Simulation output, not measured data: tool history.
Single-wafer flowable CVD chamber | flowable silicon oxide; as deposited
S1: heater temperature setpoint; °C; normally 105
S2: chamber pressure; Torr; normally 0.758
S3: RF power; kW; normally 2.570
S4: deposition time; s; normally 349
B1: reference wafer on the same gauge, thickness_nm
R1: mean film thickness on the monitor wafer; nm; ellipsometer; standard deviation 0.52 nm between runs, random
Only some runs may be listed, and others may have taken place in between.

| run | day | S1 | S2 | S3 | S4 | B1 | R1 |
|---|---|---|---|---|---|---|---|
| 1 | 0.000 | 105 | 0.758 | 2.570 | 349 | 164.015 | 161.092 |
| 2 | 0.512 | 105 | 0.758 | 2.570 | 349 | 164.083 | 161.374 |
| 3 | 1.004 | 105 | 0.758 | 2.570 | 349 | 163.972 | 160.240 |
| 4 | 1.517 | 105 | 0.758 | 2.570 | 349 | 163.903 | 160.358 |
| 5 | 2.046 | 105 | 0.758 | 2.570 | 349 | 164.026 | 161.201 |
| 6 | 2.675 | 105 | 0.758 | 2.570 | 349 | 164.073 | 159.621 |
|  | 3.142 | RF generator calibrated |
|  | 3.421 | showerhead replaced |
| 7 | 3.442 | 105 | 0.758 | 2.570 | 349 | 163.966 | 160.329 |
| 8 | 3.458 | 114 | 0.758 | 2.570 | 330 | 163.964 | 107.726 |
|  | 3.846 | gauge calibrated |
| 9 | 4.133 | 105 | 0.758 | 2.880 | 384 | 163.979 | 177.144 |
|  | 5.250 | capacitance manometer re-zeroed and calibrated |
|  | 6.338 | thermocouple changed; heater temperature recalibrated |
| 10 | 6.358 | 105 | 0.758 | 2.570 | 413 | 164.053 | 188.463 |
| 11 | 6.696 | 105 | 0.758 | 2.570 | 349 | 163.986 | 159.644 |
| 12 | 6.983 | 105 | 0.758 | 2.090 | 349 | 164.090 | 155.044 |
| 13 | 7.438 | 105 | 0.619 | 2.570 | 349 | 163.994 | 130.417 |
| 14 | 8.012 | 105 | 0.758 | 2.570 | 349 | 163.974 | 159.674 |

Below, each run's measurement less what the same run would have read without the hidden state. Both values contain the same run-to-run variation, but the gauge's scatter may not be the same in both:
The tool's hidden condition here consists of: wafer temperature above the value expected at the setpoint (K); delivered RF power above the setpoint (%); true pressure above the setpoint (%); gauge reads high (%).
| run | R1 |
|---|---|
| 1 | +0.298 |
| 2 | +0.152 |
| 3 | +0.011 |
| 4 | -0.136 |
| 5 | -0.292 |
| 6 | -0.472 |
| 7 | -0.701 |
| 8 | -1.140 |
| 9 | -1.003 |
| 10 | -1.317 |
| 11 | -0.912 |
| 12 | -0.722 |
| 13 | -0.465 |
| 14 | -0.183 |
